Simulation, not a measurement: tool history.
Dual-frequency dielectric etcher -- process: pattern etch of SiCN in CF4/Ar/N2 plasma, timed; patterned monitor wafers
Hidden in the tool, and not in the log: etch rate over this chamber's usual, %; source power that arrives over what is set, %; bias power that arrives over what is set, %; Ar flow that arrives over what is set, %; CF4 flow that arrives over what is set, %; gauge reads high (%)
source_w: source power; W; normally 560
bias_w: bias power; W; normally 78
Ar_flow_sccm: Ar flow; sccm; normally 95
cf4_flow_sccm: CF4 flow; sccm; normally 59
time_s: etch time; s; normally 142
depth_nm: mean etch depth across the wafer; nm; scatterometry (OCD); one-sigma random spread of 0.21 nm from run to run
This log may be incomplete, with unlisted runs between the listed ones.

run	day	source_w	bias_w	Ar_flow_sccm	cf4_flow_sccm	time_s	wafers since the last listed run	hours since the last wet clean	hours since the last source power generator calibration	hours since the last bias power generator calibration	hours since the last Ar flow controller change	hours since the last CF4 flow controller change	hours since the last upper electrode change	hours since the gauge calibration	read-back reference wafer on the same gauge, depth_nm	depth_nm
1	0	560	78	109	59	116	0	557.5	3336.3	4175	3384.3	6054.6	4461.9	67.6	147.1	115.7
2	0.612	560	78	109	59	116	131	572.2	3351	4189.7	3399	6069.3	4476.6	82.3	147	115.6
3	0.896	560	78	109	59	116	60	579	3357.8	4196.5	3405.8	6076.1	4483.4	89.1	146.9	115.7
4	1.592	560	78	95	59	142	149	595.7	3374.5	4213.2	3422.5	6092.8	4500.1	105.8	147	145.2
# day 2.154: CF4 flow controller replaced
# day 2.525: bias power generator calibrated
# day 2.871: source power generator calibrated
# day 3.104: gauge calibrated
# day 3.121: upper electrode replaced
# day 3.254: Ar flow controller replaced
# day 3.375: wet clean of the chamber
5	3.396	560	78	95	59	142	153	0.5	12.6	20.9	3.4	29.8	6.6	7	147.1	138.8
6	3.412	560	78	95	59	142	3	0.9	13	21.3	3.8	30.2	7	7.4	147	139.1
7	3.425	560	78	95	59	151.5	2	1.2	13.3	21.6	4.1	30.5	7.3	7.7	147	148.6
8	3.479	560	78	95	59	151.5	11	2.5	14.6	22.9	5.4	31.8	8.6	9	147	148.5
9	4.017	560	78	95	59	151.5	115	15.4	27.5	35.8	18.3	44.7	21.5	21.9	146.9	148.9
10	4.508	560	78	95	59	142	105	27.2	39.3	47.6	30.1	56.5	33.3	33.7	147.1	139.3
11	4.942	560	78	106	72	155	92	37.6	49.7	58	40.5	66.9	43.7	44.1	147	153.1
12	5.454	430	78	95	59	100.5	109	49.9	62	70.3	52.8	79.2	56	56.4	147	74

What does the tool deliver on the next run?
13	6.179	640	78	95	59	142	155	67.3	79.4	87.7	70.2	96.6	73.4	73.8	?	?

read-back reference wafer on the same gauge, depth_nm: 147
depth_nm: 160.1 nm
With no hidden state in the tool, this same run would have given depth_nm 159.9 nm.

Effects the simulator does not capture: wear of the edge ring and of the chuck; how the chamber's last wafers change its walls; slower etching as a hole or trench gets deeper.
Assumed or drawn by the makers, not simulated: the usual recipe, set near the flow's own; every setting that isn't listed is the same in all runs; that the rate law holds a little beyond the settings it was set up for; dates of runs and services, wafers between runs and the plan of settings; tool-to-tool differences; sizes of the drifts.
